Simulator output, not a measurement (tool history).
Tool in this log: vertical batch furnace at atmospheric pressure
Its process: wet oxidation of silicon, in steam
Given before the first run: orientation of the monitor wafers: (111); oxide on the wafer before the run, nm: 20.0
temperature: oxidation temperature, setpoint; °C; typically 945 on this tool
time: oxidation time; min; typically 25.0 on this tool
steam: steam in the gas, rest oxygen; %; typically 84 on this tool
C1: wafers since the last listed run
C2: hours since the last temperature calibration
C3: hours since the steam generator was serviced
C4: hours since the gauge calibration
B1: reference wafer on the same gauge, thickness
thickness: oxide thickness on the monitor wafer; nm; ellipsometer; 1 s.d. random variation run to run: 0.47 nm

run 1 day=0.000 | temperature=945 time=25.0 steam=84 | C1=0 C2=4646.7 C3=3291.8 C4=743.9 | B1=181.19 | thickness=168.13
run 2 day=2.771 | temperature=961 time=25.0 steam=84 | C1=1158 C2=4713.2 C3=3358.3 C4=810.4 | B1=180.94 | thickness=192.31
run 3 day=6.225 | temperature=961 time=25.0 steam=84 | C1=1443 C2=4796.1 C3=3441.2 C4=893.3 | B1=180.50 | thickness=191.97
run 4 day=9.988 | temperature=945 time=25.0 steam=84 | C1=1572 C2=4886.4 C3=3531.5 C4=983.6 | B1=180.02 | thickness=166.77
run 5 day=12.992 | temperature=945 time=25.0 steam=84 | C1=1255 C2=4958.5 C3=3603.6 C4=1055.7 | B1=179.87 | thickness=166.22
run 6 day=16.312 | temperature=945 time=25.0 steam=84 | C1=1388 C2=5038.2 C3=3683.3 C4=1135.4 | B1=179.30 | thickness=166.26
-- day=20.950 gauge calibrated
-- day=21.188 thermocouples replaced and temperature profile calibrated
run 7 day=21.208 | temperature=945 time=25.0 steam=84 | C1=1628 C2=0.5 C3=3800.8 C4=6.2 | B1=183.30 | thickness=169.38
run 8 day=24.362 | temperature=945 time=25.0 steam=84 | C1=1318 C2=76.2 C3=3876.5 C4=81.9 | B1=183.24 | thickness=169.89
run 9 day=27.158 | temperature=925 time=25.0 steam=84 | C1=1168 C2=143.3 C3=3943.6 C4=149.0 | B1=182.83 | thickness=142.18
run 10 day=29.233 | temperature=945 time=22.0 steam=84 | C1=867 C2=193.1 C3=3993.4 C4=198.8 | B1=182.86 | thickness=154.70
run 11 day=32.779 | temperature=945 time=25.0 steam=84 | C1=1482 C2=278.2 C3=4078.5 C4=283.9 | B1=182.98 | thickness=170.24
run 12 day=36.675 | temperature=957 time=25.0 steam=84 | C1=1628 C2=371.7 C3=4172.0 C4=377.4 | B1=182.92 | thickness=188.34
-- day=39.454 steam generator serviced
run 13 day=40.279 | temperature=945 time=32.0 steam=89 | C1=1088 C2=458.2 C3=19.8 C4=463.9 | B1=182.53 | thickness=209.17
run 14 day=43.283 | temperature=965 time=13.0 steam=73 | C1=1255 C2=530.3 C3=91.9 C4=536.0 | B1=182.40 | thickness=115.24
run 15 day=45.550 | temperature=945 time=22.0 steam=93 | C1=947 C2=584.7 C3=146.3 C4=590.4 | B1=182.39 | thickness=165.58
run 16 day=47.450 | temperature=945 time=25.0 steam=84 | C1=794 C2=630.3 C3=191.9 C4=636.0 | B1=182.14 | thickness=168.65
run 17 day=51.271 | temperature=921 time=32.0 steam=77 | C1=1597 C2=722.0 C3=283.6 C4=727.7 | B1=181.72 | thickness=153.95
run 18 day=53.475 | temperature=945 time=25.0 steam=92 | C1=921 C2=774.9 C3=336.5 C4=780.6 | B1=181.53 | thickness=180.73
run 19 day=56.571 | temperature=965 time=13.0 steam=73 | C1=1294 C2=849.2 C3=410.8 C4=854.9 | B1=181.29 | thickness=114.15
run 20 day=60.950 | temperature=945 time=25.0 steam=76 | C1=1830 C2=954.3 C3=515.9 C4=960.0 | B1=180.82 | thickness=156.08
run 21 day=63.446 | temperature=956 time=25.0 steam=84 | C1=1043 C2=1014.2 C3=575.8 C4=1019.9 | B1=180.60 | thickness=183.97
run 22 day=65.650 | temperature=966 time=25.0 steam=84 | C1=921 C2=1067.1 C3=628.7 C4=1072.8 | B1=180.34 | thickness=199.17

Take each entry between the runs: how does the hidden state at the last listed run before it differ from the hidden state at the first listed run after it?
Runs 6 to 7: gauge calibrated (day 20.950); thermocouples replaced and temperature profile calibrated (day 21.188)
  gauge reads high (%): -1.96 -> 0.0366
  the result without the hidden state subtracted from the measured one, thickness: -3.32 -> +0.07 nm
Runs 12 to 13: steam generator serviced (day 39.454)
  gauge reads high (%): -0.149 -> -0.245
  the result without the hidden state subtracted from the measured one, thickness: -0.28 -> -0.51 nm

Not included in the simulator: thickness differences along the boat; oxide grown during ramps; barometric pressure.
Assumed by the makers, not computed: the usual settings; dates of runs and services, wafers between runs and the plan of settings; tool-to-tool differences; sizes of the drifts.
